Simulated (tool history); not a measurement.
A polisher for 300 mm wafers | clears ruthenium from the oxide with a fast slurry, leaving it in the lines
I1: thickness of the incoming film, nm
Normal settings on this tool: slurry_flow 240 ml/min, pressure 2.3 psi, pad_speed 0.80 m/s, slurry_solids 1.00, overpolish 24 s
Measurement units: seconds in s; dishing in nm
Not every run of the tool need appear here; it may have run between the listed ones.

Run 1, day 0.000: usual settings; I1 158.2. Result: seconds 50.6 s, dishing 56.8 nm.
Run 2, day 0.704: usual settings; I1 158.5. Result: seconds 50.0 s, dishing 57.3 nm.
Run 3, day 1.371: usual settings; I1 159.0. Result: seconds 49.7 s, dishing 57.1 nm.
Run 4, day 1.812: usual settings but slurry_flow 215 ml/min; I1 161.0. Result: seconds 50.6 s, dishing 56.5 nm.
Run 5, day 2.142: usual settings but slurry_flow 215 ml/min; I1 159.7. Result: seconds 50.7 s, dishing 55.3 nm.
Run 6, day 2.771: usual settings but slurry_flow 215 ml/min; I1 162.7. Result: seconds 51.7 s, dishing 56.7 nm.
Run 7, day 3.300: usual settings; I1 159.3. Result: seconds 50.6 s, dishing 56.9 nm.
Run 8, day 4.038: usual settings; I1 160.5. Result: seconds 50.3 s, dishing 57.3 nm.
Run 9, day 4.308: usual settings; I1 162.9. Result: seconds 51.4 s, dishing 56.9 nm.
Run 10, day 4.900: usual settings; I1 157.1. Result: seconds 49.5 s, dishing 56.2 nm.
Run 11, day 5.342: usual settings; I1 161.8. Result: seconds 51.7 s, dishing 58.1 nm.
Run 12, day 6.088: usual settings; I1 161.6. Result: seconds 50.1 s, dishing 56.9 nm.
Run 13, day 6.575: usual settings; I1 159.1. Result: seconds 50.1 s, dishing 55.9 nm.
Run 14, day 7.083: usual settings but slurry_flow 200 ml/min; I1 159.9. Result: seconds 52.1 s, dishing 56.2 nm.
Run 15, day 7.629: usual settings but pad_speed 0.64 m/s, overpolish 32 s; I1 161.7. Result: seconds 63.2 s, dishing 60.9 nm.
Run 16, day 8.208: usual settings but pressure 2.7 psi, slurry_solids 1.10, overpolish 11 s; I1 157.8. Result: seconds 40.9 s, dishing 35.2 nm.
Run 17, day 8.917: usual settings but overpolish 35 s; I1 159.5. Result: seconds 50.1 s, dishing 74.5 nm.
Run 18, day 9.304: usual settings but pressure 1.8 psi, slurry_solids 0.90, overpolish 35 s; I1 160.8. Result: seconds 67.9 s, dishing 60.3 nm.
Run 19, day 9.808: usual settings but slurry_solids 0.75, overpolish 14 s; I1 161.7. Result: seconds 59.3 s, dishing 31.7 nm.
Run 20, day 10.258: usual settings; I1 157.8. Result: seconds 49.6 s, dishing 57.7 nm.
Run 21, day 10.921: usual settings; I1 159.8. Result: seconds 50.4 s, dishing 56.6 nm.
Run 22, day 11.925: usual settings but slurry_flow 280 ml/min, overpolish 29 s; I1 163.2. Result: seconds 50.4 s, dishing 65.2 nm.
Run 23, day 12.346: usual settings but slurry_flow 165 ml/min, pressure 2.1 psi; I1 160.4. Result: seconds 59.2 s, dishing 50.7 nm.
Run 24, day 13.008: usual settings but pressure 1.6 psi, pad_speed 0.62 m/s, slurry_solids 0.85, overpolish 11 s; I1 160.4. Result: seconds 99.9 s, dishing 15.7 nm.

The log once held 5 entries between its listed runs, left out of this copy. Where does each go, and what is different about the tool's unlogged condition between the listed run before it and the listed run after it?
Runs 1 to 2: worn pad replaced by a new one (day 0.179)
  nothing in the hidden state changes from one run to the other
Runs 14 to 15: slurry blender recalibrated (day 7.338); head pressure recalibrated (day 7.375)
  nothing in the hidden state changes from one run to the other
Runs 15 to 16: slurry nozzle cleaned (day 7.850)
  nothing in the hidden state changes from one run to the other
Runs 16 to 17: worn pad replaced by a new one (day 8.896)
  nothing in the hidden state changes from one run to the other

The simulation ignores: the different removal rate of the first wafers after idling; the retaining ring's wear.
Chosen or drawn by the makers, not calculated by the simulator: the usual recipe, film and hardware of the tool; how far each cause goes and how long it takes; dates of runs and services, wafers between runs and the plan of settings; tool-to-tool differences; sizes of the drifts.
